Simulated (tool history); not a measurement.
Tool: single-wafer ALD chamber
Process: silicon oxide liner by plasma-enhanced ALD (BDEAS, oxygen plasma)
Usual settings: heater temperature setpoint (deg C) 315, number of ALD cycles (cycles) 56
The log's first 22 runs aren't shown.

run,hour,heater temperature setpoint (deg C),number of ALD cycles (cycles),"read-back reference wafer on the same gauge, thickness_nm",mean film thickness on the monitor wafer (nm)
23,1659.3,315,56,5.174,5.076
24,1725.3,315,62,5.177,5.583
25,1817.3,323,63,5.180,5.616
26,1879.5,315,56,5.178,5.044
27,1953.8,308,65,5.177,5.916
28,2024.9,315,47,5.177,4.254
# hour 2049.3: thermocouple changed; heater temperature recalibrated
29,2112.9,301,62,5.179,5.687
30,2167.4,301,67,5.179,6.179
31,2269.6,307,50,5.182,4.551
32,2369.7,327,60,5.175,5.309

The next listed run, before its measurement:
33,2462.8,315,60,?,?

read-back reference wafer on the same gauge, thickness_nm: 5.181
mean film thickness on the monitor wafer (nm): 5.408
Without the tool's hidden state the same run would have given mean film thickness on the monitor wafer (nm) 5.408.
